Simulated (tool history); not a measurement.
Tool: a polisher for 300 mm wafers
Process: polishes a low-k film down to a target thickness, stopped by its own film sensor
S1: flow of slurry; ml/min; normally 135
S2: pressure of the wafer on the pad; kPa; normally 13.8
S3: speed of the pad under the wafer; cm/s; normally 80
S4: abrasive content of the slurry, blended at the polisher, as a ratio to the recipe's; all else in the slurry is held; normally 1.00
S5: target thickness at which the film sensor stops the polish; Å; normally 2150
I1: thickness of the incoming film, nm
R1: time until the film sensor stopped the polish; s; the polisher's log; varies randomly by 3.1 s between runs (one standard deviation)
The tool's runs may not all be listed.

run,hour,S1,S2,S3,S4,S5,I1,R1
1,0.0,135,13.8,80,1.10,2150,269.0,177.4
# hour 85.7: slurry blender recalibrated
2,86.2,155,13.8,80,1.00,2150,271.9,191.1
# hour 99.6: worn pad replaced by a new one
# hour 173.2: conditioning disc replaced and pad reconditioned
3,186.0,120,13.8,80,0.70,2150,271.8,221.8
4,250.4,135,11.0,98,1.10,2200,267.3,158.7
5,350.1,105,13.8,80,1.20,2150,270.1,194.6
6,435.2,135,17.2,54,0.85,2150,268.2,215.5
7,475.1,155,13.8,80,1.00,2330,269.8,125.8
8,582.0,120,13.8,80,1.00,2320,268.7,141.8
# hour 682.3: slurry nozzle cleaned
9,689.7,135,13.8,80,1.00,2150,271.7,190.6
# hour 736.1: head pressure recalibrated
10,780.5,135,13.8,80,1.00,2150,274.7,202.3
# hour 800.2: worn pad replaced by a new one
# hour 831.2: conditioning disc replaced and pad reconditioned
# hour 860.6: slurry blender recalibrated
11,861.1,135,13.8,100,1.00,2080,265.8,158.0
12,930.2,135,13.8,80,1.00,2150,270.0,182.7
13,981.6,135,13.8,80,1.00,2150,269.3,179.6
14,1029.6,135,10.3,104,0.85,2340,268.2,127.5
15,1343.3,135,13.8,80,1.00,2310,265.9,127.9
16,1379.4,105,17.2,80,1.00,2150,271.4,185.1
# hour 1394.1: slurry nozzle cleaned
17,1431.0,135,13.8,94,1.00,2150,271.2,167.3
# hour 1473.2: worn pad replaced by a new one
# hour 1504.5: conditioning disc replaced and pad reconditioned
18,1510.0,90,13.8,66,1.00,2150,271.0,236.0
19,1570.6,135,13.8,80,1.00,2150,264.5,163.0
20,1662.0,135,13.8,98,1.00,2030,274.3,210.3
# hour 1674.9: slurry blender recalibrated
21,1763.3,135,15.2,64,1.00,2150,265.1,186.9
22,1832.6,135,11.7,80,1.00,2150,272.7,238.8
23,2048.0,135,13.8,80,1.00,2150,267.6,194.3
# hour 2049.9: slurry nozzle cleaned
24,2111.7,135,13.8,80,1.00,2150,267.9,182.0
# hour 2164.5: head pressure recalibrated
25,2175.6,135,13.8,80,1.00,2150,271.9,197.6

Predict each of these 4 candidate next runs independently; none follows another, all start after run 25:
A,2176.1,135,13.8,80,1.00,2150,268.6,?
B,2176.1,135,13.8,80,0.80,2150,268.6,?
C,2176.1,135,16.5,80,1.00,2010,268.6,?
D,2176.1,150,13.8,66,1.00,2050,268.6,?

run,R1
A,194.7
B,212.4
C,208.8
D,259.7
With the hidden condition removed and each run's random variation left untouched, the same runs would have given:
run,R1
A,172.6
B,188.3
C,182.1
D,233.9

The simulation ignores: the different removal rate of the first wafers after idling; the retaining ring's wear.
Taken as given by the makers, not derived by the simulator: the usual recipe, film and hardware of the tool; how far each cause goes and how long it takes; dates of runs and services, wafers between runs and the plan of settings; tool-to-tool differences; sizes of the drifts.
